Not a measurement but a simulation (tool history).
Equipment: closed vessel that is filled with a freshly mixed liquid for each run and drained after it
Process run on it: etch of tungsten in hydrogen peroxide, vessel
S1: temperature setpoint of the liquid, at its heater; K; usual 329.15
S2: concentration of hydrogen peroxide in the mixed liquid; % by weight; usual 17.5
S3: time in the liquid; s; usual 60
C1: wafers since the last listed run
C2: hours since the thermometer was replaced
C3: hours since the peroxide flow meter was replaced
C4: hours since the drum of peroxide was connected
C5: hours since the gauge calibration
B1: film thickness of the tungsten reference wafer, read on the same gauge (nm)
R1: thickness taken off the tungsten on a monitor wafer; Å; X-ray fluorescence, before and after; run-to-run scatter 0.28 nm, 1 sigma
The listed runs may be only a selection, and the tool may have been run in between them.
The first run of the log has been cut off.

{"run": 2, "day": 2.304, "S1": 329.15, "S2": 17.5, "S3": 85, "C1": 5829, "C2": 445.5, "C3": 445.8, "C4": 457.4, "C5": 1004.3, "B1": 80.03, "R1": 1056.5}
{"run": 3, "day": 4.342, "S1": 329.15, "S2": 17.5, "S3": 85, "C1": 5154, "C2": 494.4, "C3": 494.7, "C4": 506.3, "C5": 1053.2, "B1": 79.99, "R1": 1050.6}
{"day": 5.479, "done": "new drum of peroxide connected"}
{"run": 4, "day": 7.104, "S1": 329.15, "S2": 17.5, "S3": 85, "C1": 6883, "C2": 560.7, "C3": 561.0, "C4": 39.0, "C5": 1119.5, "B1": 79.97, "R1": 1081.4}
{"run": 5, "day": 8.567, "S1": 336.15, "S2": 17.5, "S3": 75, "C1": 3699, "C2": 595.8, "C3": 596.1, "C4": 74.1, "C5": 1154.6, "B1": 80.01, "R1": 1425.3}
{"run": 6, "day": 9.825, "S1": 336.15, "S2": 17.5, "S3": 75, "C1": 3183, "C2": 626.0, "C3": 626.3, "C4": 104.3, "C5": 1184.8, "B1": 79.99, "R1": 1424.6}
{"run": 7, "day": 11.138, "S1": 336.15, "S2": 17.5, "S3": 75, "C1": 3320, "C2": 657.5, "C3": 657.8, "C4": 135.8, "C5": 1216.3, "B1": 80.01, "R1": 1406.8}
{"run": 8, "day": 13.979, "S1": 329.15, "S2": 17.5, "S3": 65, "C1": 7188, "C2": 725.7, "C3": 726.0, "C4": 204.0, "C5": 1284.5, "B1": 80.01, "R1": 813.3}
{"run": 9, "day": 15.879, "S1": 329.15, "S2": 17.5, "S3": 65, "C1": 4806, "C2": 771.3, "C3": 771.6, "C4": 249.6, "C5": 1330.1, "B1": 80.01, "R1": 808.4}
{"run": 10, "day": 18.45, "S1": 329.15, "S2": 17.5, "S3": 65, "C1": 6503, "C2": 833.0, "C3": 833.3, "C4": 311.3, "C5": 1391.8, "B1": 80.0, "R1": 807.1}
{"run": 11, "day": 20.433, "S1": 329.15, "S2": 17.5, "S3": 60, "C1": 5017, "C2": 880.6, "C3": 880.9, "C4": 358.9, "C5": 1439.4, "B1": 79.97, "R1": 743.1}
{"run": 12, "day": 22.412, "S1": 329.15, "S2": 17.5, "S3": 60, "C1": 5006, "C2": 928.1, "C3": 928.4, "C4": 406.4, "C5": 1486.9, "B1": 80.02, "R1": 740.8}
{"day": 23.475, "done": "thermometer replaced"}
{"day": 24.754, "done": "gauge calibrated"}
{"run": 13, "day": 24.762, "S1": 329.15, "S2": 15.5, "S3": 45, "C1": 5839, "C2": 30.9, "C3": 984.8, "C4": 462.8, "C5": 0.2, "B1": 80.01, "R1": 517.3}
{"day": 26.083, "done": "new drum of peroxide connected"}
{"run": 14, "day": 26.792, "S1": 325.15, "S2": 19.0, "S3": 30, "C1": 5027, "C2": 79.6, "C3": 1033.5, "C4": 17.0, "C5": 48.9, "B1": 80.02, "R1": 311.9}
{"run": 15, "day": 28.8, "S1": 329.15, "S2": 17.5, "S3": 60, "C1": 5080, "C2": 127.8, "C3": 1081.7, "C4": 65.2, "C5": 97.1, "B1": 79.98, "R1": 747.9}
{"run": 16, "day": 31.104, "S1": 329.15, "S2": 17.5, "S3": 30, "C1": 5829, "C2": 183.1, "C3": 1137.0, "C4": 120.5, "C5": 152.4, "B1": 80.01, "R1": 374.5}
{"run": 17, "day": 33.583, "S1": 319.65, "S2": 13.0, "S3": 95, "C1": 6271, "C2": 242.6, "C3": 1196.5, "C4": 180.0, "C5": 211.9, "B1": 79.99, "R1": 572.7}
{"run": 18, "day": 35.083, "S1": 322.65, "S2": 20.0, "S3": 90, "C1": 3794, "C2": 278.6, "C3": 1232.5, "C4": 216.0, "C5": 247.9, "B1": 80.02, "R1": 803.8}
{"run": 19, "day": 37.362, "S1": 324.65, "S2": 20.0, "S3": 95, "C1": 5765, "C2": 333.3, "C3": 1287.2, "C4": 270.7, "C5": 302.6, "B1": 80.0, "R1": 949.7}

Run 20, settings as shown, results not yet in. Your forecast:
{"run": 20, "day": 46.029, "S1": 332.65, "S2": 17.5, "S3": 60, "C1": 21925, "C2": 541.3, "C3": 1495.2, "C4": 478.7, "C5": 510.6, "B1": "?", "R1": "?"}

B1: 80.01
R1: 894.1 Å
Minus the tool's unlogged condition, the same run would have read R1 963.7 Å.
